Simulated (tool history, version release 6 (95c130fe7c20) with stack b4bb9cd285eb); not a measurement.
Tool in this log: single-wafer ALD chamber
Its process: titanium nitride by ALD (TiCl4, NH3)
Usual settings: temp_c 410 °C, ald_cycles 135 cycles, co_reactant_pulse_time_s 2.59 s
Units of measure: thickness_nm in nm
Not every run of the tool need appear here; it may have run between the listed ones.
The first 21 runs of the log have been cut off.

run    hour  temp_c  ald_cycles  co_reactant_pulse_time_s  read-back reference wafer on the same gauge, thickness_nm  thickness_nm
 22  1899.4     399         116                      2.59                                                      3.044         2.485
 23  1960.1     401         156                      2.89                                                      3.030         3.343
 24  2054.9     410         135                      2.59                                                      3.023         2.856
     2110.6  -- gauge calibrated
     2121.3  -- showerhead replaced
 25  2124.3     419         118                      2.59                                                      3.211         2.710
 26  2231.9     410         135                      2.59                                                      3.219         3.084
 27  2287.4     401         160                      2.24                                                      3.212         3.595
 28  2384.0     398         144                      2.59                                                      3.217         3.266
 29  2471.5     422         128                      2.18                                                      3.209         2.915
 30  2569.5     410         135                      3.05                                                      3.209         3.088
 31  2611.5     399         135                      2.59                                                      3.205         3.034
 32  2677.5     422         135                      1.81                                                      3.192         3.081
 33  2759.5     410         135                      2.59                                                      3.210         3.061

4 options for the next run, each taken on its own from the tool as it stands now. Forecast them:
  A  2760.2     397         135                      2.59                                                          ?             ?
  B  2760.2     410         155                      2.59                                                          ?             ?
  C  2760.2     410         135                      1.57                                                          ?             ?
  D  2760.2     420         135                      2.59                                                          ?             ?

run  read-back reference wafer on the same gauge, thickness_nm  thickness_nm
  A                                                      3.201         3.016
  B                                                      3.201         3.480
  C                                                      3.201         2.998
  D                                                      3.201         3.039
With the hidden condition removed and each run's random variation left untouched, the same runs would have given:
run  thickness_nm
  A         3.015
  B         3.479
  C         2.998
  D         3.038
